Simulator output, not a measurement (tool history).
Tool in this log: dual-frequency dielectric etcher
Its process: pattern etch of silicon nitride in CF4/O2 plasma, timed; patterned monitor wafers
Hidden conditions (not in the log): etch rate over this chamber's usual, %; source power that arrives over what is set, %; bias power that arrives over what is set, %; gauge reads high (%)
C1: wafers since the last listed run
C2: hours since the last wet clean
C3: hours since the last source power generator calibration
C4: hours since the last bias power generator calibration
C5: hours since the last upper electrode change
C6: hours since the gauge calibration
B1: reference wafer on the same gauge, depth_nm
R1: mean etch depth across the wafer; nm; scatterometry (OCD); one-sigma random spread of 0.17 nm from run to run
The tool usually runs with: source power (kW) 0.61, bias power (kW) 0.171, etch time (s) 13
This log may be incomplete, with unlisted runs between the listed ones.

run 1 hour=0 | source_power_(kW)=0.61 bias_power_(kW)=0.171 etch_time_(s)=13 | C1=0 C2=109.6 C3=4015.4 C4=3130.7 C5=2027.8 C6=1917.5 | B1=24.49 | R1=29.75
-- hour=34.8 gauge calibrated
run 2 hour=75.9 | source_power_(kW)=0.61 bias_power_(kW)=0.171 etch_time_(s)=13 | C1=1700 C2=185.5 C3=4091.3 C4=3206.6 C5=2103.7 C6=41.1 | B1=24.38 | R1=29.09
run 3 hour=172.4 | source_power_(kW)=0.61 bias_power_(kW)=0.188 etch_time_(s)=13 | C1=2161 C2=282 C3=4187.8 C4=3303.1 C5=2200.2 C6=137.6 | B1=24.4 | R1=30.76
run 4 hour=224.9 | source_power_(kW)=0.61 bias_power_(kW)=0.171 etch_time_(s)=13 | C1=1176 C2=334.5 C3=4240.3 C4=3355.6 C5=2252.7 C6=190.1 | B1=24.41 | R1=29.71
run 5 hour=332.7 | source_power_(kW)=0.61 bias_power_(kW)=0.171 etch_time_(s)=13 | C1=2415 C2=442.3 C3=4348.1 C4=3463.4 C5=2360.5 C6=297.9 | B1=24.45 | R1=29.84
-- hour=407.4 wet clean of the chamber
run 6 hour=435.9 | source_power_(kW)=0.61 bias_power_(kW)=0.171 etch_time_(s)=13 | C1=1774 C2=28.5 C3=4451.3 C4=3566.6 C5=2463.7 C6=401.1 | B1=24.39 | R1=29.77
run 7 hour=514.6 | source_power_(kW)=0.53 bias_power_(kW)=0.171 etch_time_(s)=16 | C1=1763 C2=107.2 C3=4530 C4=3645.3 C5=2542.4 C6=479.8 | B1=24.33 | R1=31.55
run 8 hour=561.5 | source_power_(kW)=0.53 bias_power_(kW)=0.171 etch_time_(s)=16 | C1=1050 C2=154.1 C3=4576.9 C4=3692.2 C5=2589.3 C6=526.7 | B1=24.38 | R1=31.65
run 9 hour=663.7 | source_power_(kW)=0.61 bias_power_(kW)=0.171 etch_time_(s)=13 | C1=2289 C2=256.3 C3=4679.1 C4=3794.4 C5=2691.5 C6=628.9 | B1=24.44 | R1=29.49
run 10 hour=733.8 | source_power_(kW)=0.61 bias_power_(kW)=0.171 etch_time_(s)=13 | C1=1570 C2=326.4 C3=4749.2 C4=3864.5 C5=2761.6 C6=699 | B1=24.47 | R1=29.64
run 11 hour=801.3 | source_power_(kW)=0.61 bias_power_(kW)=0.171 etch_time_(s)=13 | C1=1512 C2=393.9 C3=4816.7 C4=3932 C5=2829.1 C6=766.5 | B1=24.44 | R1=30.03
run 12 hour=1029.8 | source_power_(kW)=0.61 bias_power_(kW)=0.171 etch_time_(s)=13 | C1=5119 C2=622.4 C3=5045.2 C4=4160.5 C5=3057.6 C6=995 | B1=24.4 | R1=29.82
-- hour=1064.4 wet clean of the chamber
run 13 hour=1067.7 | source_power_(kW)=0.61 bias_power_(kW)=0.171 etch_time_(s)=13 | C1=311 C2=3.3 C3=5083.1 C4=4198.4 C5=3095.5 C6=1032.9 | B1=24.34 | R1=29.5
-- hour=1159.8 source power generator calibrated
run 14 hour=1166.8 | source_power_(kW)=0.53 bias_power_(kW)=0.171 etch_time_(s)=16 | C1=2130 C2=102.4 C3=7 C4=4297.5 C5=3194.6 C6=1132 | B1=24.37 | R1=29.94
run 15 hour=1241.4 | source_power_(kW)=0.52 bias_power_(kW)=0.171 etch_time_(s)=16.5 | C1=1671 C2=177 C3=81.6 C4=4372.1 C5=3269.2 C6=1206.6 | B1=24.35 | R1=30.31
-- hour=1248.2 bias power generator calibrated
run 16 hour=1345 | source_power_(kW)=0.69 bias_power_(kW)=0.171 etch_time_(s)=13 | C1=2231 C2=280.6 C3=185.2 C4=96.8 C5=3372.8 C6=1310.2 | B1=24.35 | R1=32.41
run 17 hour=1393.8 | source_power_(kW)=0.61 bias_power_(kW)=0.171 etch_time_(s)=13 | C1=1093 C2=329.4 C3=234 C4=145.6 C5=3421.6 C6=1359 | B1=24.44 | R1=28.6
run 18 hour=1495.9 | source_power_(kW)=0.61 bias_power_(kW)=0.171 etch_time_(s)=13 | C1=2287 C2=431.5 C3=336.1 C4=247.7 C5=3523.7 C6=1461.1 | B1=24.42 | R1=28.15
run 19 hour=1540 | source_power_(kW)=0.61 bias_power_(kW)=0.16 etch_time_(s)=13 | C1=987 C2=475.6 C3=380.2 C4=291.8 C5=3567.8 C6=1505.2 | B1=24.4 | R1=27.44
run 20 hour=1588.4 | source_power_(kW)=0.74 bias_power_(kW)=0.149 etch_time_(s)=10 | C1=1084 C2=524 C3=428.6 C4=340.2 C5=3616.2 C6=1553.6 | B1=24.38 | R1=25.05
-- hour=1637.7 gauge calibrated
run 21 hour=1687.5 | source_power_(kW)=0.61 bias_power_(kW)=0.171 etch_time_(s)=16.5 | C1=2220 C2=623.1 C3=527.7 C4=439.3 C5=3715.3 C6=49.8 | B1=24.37 | R1=35.97
-- hour=1732.2 wet clean of the chamber
run 22 hour=1759.2 | source_power_(kW)=0.61 bias_power_(kW)=0.133 etch_time_(s)=10.5 | C1=1068 C2=27 C3=599.4 C4=511 C5=3787 C6=121.5 | B1=24.38 | R1=20.6
-- hour=1849.6 upper electrode replaced
run 23 hour=1854.5 | source_power_(kW)=0.55 bias_power_(kW)=0.157 etch_time_(s)=10 | C1=1597 C2=122.3 C3=694.7 C4=606.3 C5=4.9 C6=216.8 | B1=24.4 | R1=18.78
run 24 hour=2078.6 | source_power_(kW)=0.55 bias_power_(kW)=0.171 etch_time_(s)=13 | C1=5020 C2=346.4 C3=918.8 C4=830.4 C5=229 C6=440.9 | B1=24.45 | R1=25.37
run 25 hour=2121.1 | source_power_(kW)=0.68 bias_power_(kW)=0.136 etch_time_(s)=15.5 | C1=952 C2=388.9 C3=961.3 C4=872.9 C5=271.5 C6=483.4 | B1=24.47 | R1=34.69
run 26 hour=2196.6 | source_power_(kW)=0.69 bias_power_(kW)=0.132 etch_time_(s)=10.5 | C1=1691 C2=464.4 C3=1036.8 C4=948.4 C5=347 C6=558.9 | B1=24.42 | R1=23.59
-- hour=2268.4 wet clean of the chamber
run 27 hour=2278.6 | source_power_(kW)=0.71 bias_power_(kW)=0.187 etch_time_(s)=9.5 | C1=1299 C2=10.2 C3=1118.8 C4=1030.4 C5=429 C6=640.9 | B1=24.41 | R1=25.07
run 28 hour=2337.6 | source_power_(kW)=0.61 bias_power_(kW)=0.171 etch_time_(s)=13 | C1=1321 C2=69.2 C3=1177.8 C4=1089.4 C5=488 C6=699.9 | B1=24.43 | R1=28.57
run 29 hour=2406.9 | source_power_(kW)=0.61 bias_power_(kW)=0.171 etch_time_(s)=13 | C1=1552 C2=138.5 C3=1247.1 C4=1158.7 C5=557.3 C6=769.2 | B1=24.35 | R1=28.51
run 30 hour=2456.4 | source_power_(kW)=0.61 bias_power_(kW)=0.2 etch_time_(s)=13 | C1=1108 C2=188 C3=1296.6 C4=1208.2 C5=606.8 C6=818.7 | B1=24.36 | R1=30.39

Below, some changes in R1 between adjacent runs. For each, the amount present without the hidden state too (settings, incoming material, random variation) and the amount remaining for the hidden state with gauge scatter not shared by both compared results:
Run 6 -> 7: source power (kW) 0.61 -> 0.53, etch time (s) 13 -> 16. R1 +1.78 nm: hidden state +0.12, all else +1.66.
Run 13 -> 14: source power (kW) 0.61 -> 0.53, etch time (s) 13 -> 16, source power generator calibrated. R1 +0.44 nm: hidden state -1.7, all else +2.14.
Run 20 -> 21: source power (kW) 0.74 -> 0.61, bias power (kW) 0.149 -> 0.171, etch time (s) 10 -> 16.5, gauge calibrated. R1 +10.92 nm: hidden state +0.08, all else +10.84.
Run 21 -> 22: bias power (kW) 0.171 -> 0.133, etch time (s) 16.5 -> 10.5, wet clean of the chamber. R1 -15.37 nm: hidden state -0.08, all else -15.29.
Run 23 -> 24: bias power (kW) 0.157 -> 0.171, etch time (s) 10 -> 13. R1 +6.59 nm: hidden state +0.12, all else +6.47.
Run 25 -> 26: source power (kW) 0.68 -> 0.69, bias power (kW) 0.136 -> 0.132, etch time (s) 15.5 -> 10.5. R1 -11.1 nm: hidden state -0.11, all else -10.99.

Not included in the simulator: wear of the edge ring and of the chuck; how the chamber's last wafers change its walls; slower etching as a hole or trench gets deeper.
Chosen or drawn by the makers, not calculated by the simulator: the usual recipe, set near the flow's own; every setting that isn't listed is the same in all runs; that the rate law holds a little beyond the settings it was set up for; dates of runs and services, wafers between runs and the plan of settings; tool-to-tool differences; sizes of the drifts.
